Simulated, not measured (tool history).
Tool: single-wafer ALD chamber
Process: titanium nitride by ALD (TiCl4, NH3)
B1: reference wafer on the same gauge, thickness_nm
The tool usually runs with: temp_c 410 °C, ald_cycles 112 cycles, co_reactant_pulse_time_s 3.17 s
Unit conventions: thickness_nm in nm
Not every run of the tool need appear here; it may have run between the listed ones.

run 1 hour=0.0 | temp_c=410 ald_cycles=112 co_reactant_pulse_time_s=3.17 | B1=2.966 | thickness_nm=2.625
run 2 hour=101.1 | temp_c=410 ald_cycles=112 co_reactant_pulse_time_s=3.17 | B1=2.972 | thickness_nm=2.634
run 3 hour=141.3 | temp_c=410 ald_cycles=112 co_reactant_pulse_time_s=3.65 | B1=2.972 | thickness_nm=2.645
run 4 hour=238.2 | temp_c=410 ald_cycles=112 co_reactant_pulse_time_s=3.91 | B1=2.980 | thickness_nm=2.652
run 5 hour=339.5 | temp_c=410 ald_cycles=112 co_reactant_pulse_time_s=3.17 | B1=2.988 | thickness_nm=2.650
run 6 hour=394.1 | temp_c=410 ald_cycles=112 co_reactant_pulse_time_s=3.17 | B1=2.993 | thickness_nm=2.656
run 7 hour=473.1 | temp_c=410 ald_cycles=100 co_reactant_pulse_time_s=3.17 | B1=2.998 | thickness_nm=2.373
run 8 hour=523.9 | temp_c=410 ald_cycles=100 co_reactant_pulse_time_s=3.17 | B1=3.004 | thickness_nm=2.374
-- hour=555.9 gauge calibrated
run 9 hour=561.1 | temp_c=410 ald_cycles=112 co_reactant_pulse_time_s=3.17 | B1=2.949 | thickness_nm=2.609
run 10 hour=632.7 | temp_c=410 ald_cycles=112 co_reactant_pulse_time_s=3.17 | B1=2.947 | thickness_nm=2.606
run 11 hour=738.3 | temp_c=410 ald_cycles=112 co_reactant_pulse_time_s=3.17 | B1=2.953 | thickness_nm=2.607
run 12 hour=806.4 | temp_c=410 ald_cycles=112 co_reactant_pulse_time_s=3.91 | B1=2.949 | thickness_nm=2.634
-- hour=855.1 thermocouple changed; heater temperature recalibrated
run 13 hour=858.4 | temp_c=399 ald_cycles=129 co_reactant_pulse_time_s=3.62 | B1=2.952 | thickness_nm=3.011
run 14 hour=926.0 | temp_c=410 ald_cycles=112 co_reactant_pulse_time_s=2.33 | B1=2.956 | thickness_nm=2.595
run 15 hour=986.7 | temp_c=410 ald_cycles=102 co_reactant_pulse_time_s=3.17 | B1=2.956 | thickness_nm=2.383
run 16 hour=1033.4 | temp_c=410 ald_cycles=112 co_reactant_pulse_time_s=3.17 | B1=2.957 | thickness_nm=2.625
run 17 hour=1082.1 | temp_c=410 ald_cycles=121 co_reactant_pulse_time_s=2.45 | B1=2.959 | thickness_nm=2.820
run 18 hour=1124.2 | temp_c=410 ald_cycles=121 co_reactant_pulse_time_s=2.45 | B1=2.961 | thickness_nm=2.829
run 19 hour=1197.9 | temp_c=410 ald_cycles=112 co_reactant_pulse_time_s=3.91 | B1=2.965 | thickness_nm=2.635
run 20 hour=1260.7 | temp_c=424 ald_cycles=131 co_reactant_pulse_time_s=2.33 | B1=2.972 | thickness_nm=3.069
-- hour=1281.1 showerhead replaced
run 21 hour=1541.4 | temp_c=410 ald_cycles=112 co_reactant_pulse_time_s=3.17 | B1=2.992 | thickness_nm=2.660
-- hour=1596.8 gauge calibrated
run 22 hour=1640.8 | temp_c=410 ald_cycles=112 co_reactant_pulse_time_s=3.96 | B1=2.950 | thickness_nm=2.627
run 23 hour=1731.5 | temp_c=410 ald_cycles=105 co_reactant_pulse_time_s=3.17 | B1=2.948 | thickness_nm=2.461

4 ways to go on from here, each from the tool as it stands after run 23. What would each give?
run A hour=1732.2 | temp_c=398 ald_cycles=112 co_reactant_pulse_time_s=3.17 | B1=? | thickness_nm=?
run B hour=1732.2 | temp_c=404 ald_cycles=95 co_reactant_pulse_time_s=3.65 | B1=? | thickness_nm=?
run C hour=1732.2 | temp_c=424 ald_cycles=122 co_reactant_pulse_time_s=4.27 | B1=? | thickness_nm=?
run D hour=1732.2 | temp_c=401 ald_cycles=97 co_reactant_pulse_time_s=4.43 | B1=? | thickness_nm=?

run=A B1=2.949 thickness_nm=2.596
run=B B1=2.949 thickness_nm=2.210
run=C B1=2.949 thickness_nm=2.851
run=D B1=2.949 thickness_nm=2.266
Without the tool's unlogged condition, the same runs would have read:
run=A thickness_nm=2.597
run=B thickness_nm=2.211
run=C thickness_nm=2.852
run=D thickness_nm=2.267
